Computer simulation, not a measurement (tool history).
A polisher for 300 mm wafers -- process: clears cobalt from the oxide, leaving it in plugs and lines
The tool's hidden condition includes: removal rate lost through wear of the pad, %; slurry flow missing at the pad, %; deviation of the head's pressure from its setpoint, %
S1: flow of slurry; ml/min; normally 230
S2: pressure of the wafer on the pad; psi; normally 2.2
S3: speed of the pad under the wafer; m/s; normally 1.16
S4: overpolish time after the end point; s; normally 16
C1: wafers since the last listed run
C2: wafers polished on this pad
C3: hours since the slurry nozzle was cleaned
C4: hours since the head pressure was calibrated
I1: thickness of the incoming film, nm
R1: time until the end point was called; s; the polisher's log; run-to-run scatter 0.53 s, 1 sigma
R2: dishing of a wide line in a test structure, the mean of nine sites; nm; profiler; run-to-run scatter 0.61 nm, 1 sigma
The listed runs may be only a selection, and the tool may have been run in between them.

run   hour   S1   S2    S3  S4   C1    C2     C3     C4     I1    R1    R2
  1    0.0  230  2.2  1.16  11    0   116  336.8  119.5  201.1  36.2  40.0
  2   30.9  230  2.2  1.48  21  299   415  367.7  150.4  201.1  29.4  62.1
  3   62.7  230  2.2  1.16  16  307   723  399.5  182.2  201.5  37.3  48.6
  4   95.0  230  2.2  1.16  16  312  1036  431.8  214.5  198.7  37.8  48.3
  5  130.7  230  2.2  1.16  16  345  1382  467.5  250.2  199.0  38.7  47.9
  6  147.8  230  2.2  1.16  16  165  1548  484.6  267.3  203.1  39.4  47.1
  7  173.2  230  2.2  1.16  16  245  1794  510.0  292.7  197.8  39.6  46.8
  8  205.3  230  2.2  1.16  16  310  2105  542.1  324.8  196.3  39.9  45.9
  9  221.0  230  2.2  1.16  16  152  2257  557.8  340.5  200.6  42.3  45.6
 10  243.9  280  2.2  1.16  16  221  2478  580.7  363.4  199.7  41.0  46.9
     266.1  -- worn pad replaced by a new one
 11  285.2  280  2.2  1.16  16  361   184  622.0  404.7  201.1  36.1  50.3
 12  310.1  230  2.2  1.32  16  241   425  646.9  429.6  198.6  33.2  51.2
 13  329.9  230  2.2  1.32  16  191   617  666.7  449.4  200.0  33.2  50.7
 14  343.5  230  1.7  1.16  16  131   749  680.3  463.0  202.6  50.7  41.3
 15  375.2  230  1.9  1.16  16  307  1056  712.0  494.7  201.5  47.9  43.3
 16  401.4  300  2.9  1.32   8  253  1309  738.2  520.9  201.9  27.1  39.1
 17  424.5  195  2.6  1.16  16  223  1533  761.3  544.0  199.7  36.7  50.4
 18  441.8  210  2.9  0.92  12  167  1701  778.6  561.3  203.5  39.6  40.2
 19  454.9  210  2.2  1.16  16  126  1828  791.7  574.4  197.5  43.1  44.8
     478.6  -- worn pad replaced by a new one
 20  480.2  160  2.2  1.16  16  206    15  817.0  599.7  199.3  42.8  45.6
     485.9  -- slurry nozzle cleaned
     485.9  -- head pressure recalibrated
 21  513.8  250  2.5  1.16  23  305   321   27.9   27.9  195.6  29.8  62.6
 22  543.6  230  2.2  1.16  16  288   610   57.7   57.7  197.3  35.7  49.9
 23  578.2  230  2.2  1.16  16  335   945   92.3   92.3  202.7  36.8  48.8
 24  640.0  200  1.6  1.16  11  598  1543  154.1  154.1  203.9  54.7  30.1
 25  671.0  230  1.4  0.96  16  300  1844  185.1  185.1  204.0  73.4  31.5
     690.4  -- worn pad replaced by a new one
 26  706.7  255  2.2  1.16  16  307   158  220.8  220.8  202.2  34.8  49.9
 27  738.2  230  2.2  1.26  23  305   463  252.3  252.3  201.5  35.4  59.4
 28  766.5  195  2.6  1.16  16  274   737  280.6  280.6  200.4  33.0  52.4
 29  782.4  155  2.2  1.16  16  153   891  296.5  296.5  197.4  39.4  46.7
 30  813.9  230  2.2  1.16  16  305  1196  328.0  328.0  200.7  37.6  48.0
 31  849.1  230  2.2  1.16  16  340  1537  363.2  363.2  196.2  39.2  46.5
 32  881.6  230  2.2  1.26  23  314  1852  395.7  395.7  203.0  38.3  57.8
     908.1  -- worn pad replaced by a new one
 33  909.8  230  2.2  1.16  16  234    16  423.9  423.9  200.1  36.7  50.4
 34  937.3  195  2.6  1.16  16  266   283  451.4  451.4  201.8  32.3  52.7
 35  959.8  180  2.2  1.16  16  217   500  473.9  473.9  196.7  38.8  47.7
 36  977.4  230  2.2  0.78  16  170   671  491.5  491.5  202.3  53.3  39.1

Run by run, hidden condition taken away, random variation retained:
run    R1    R2
  1  34.7  41.2
  2  27.6  63.4
  3  34.4  50.8
  4  34.2  51.0
  5  34.2  51.2
  6  34.4  50.7
  7  34.0  50.8
  8  33.6  50.5
  9  35.2  50.5
 10  33.9  52.0
 11  33.6  52.2
 12  30.1  53.9
 13  29.7  53.6
 14  44.8  44.6
 15  41.5  47.2
 16  23.4  42.9
 17  30.3  55.5
 18  32.5  45.5
 19  35.0  50.4
 20  37.3  49.2
 21  28.9  63.2
 22  33.9  51.2
 23  34.3  50.6
 24  48.9  32.7
 25  64.6  34.5
 26  33.3  51.1
 27  33.1  60.9
 28  30.1  54.8
 29  35.2  49.7
 30  33.6  51.1
 31  34.2  50.1
 32  32.7  61.4
 33  34.5  52.1
 34  29.6  55.0
 35  34.8  50.6
 36  48.0  41.9
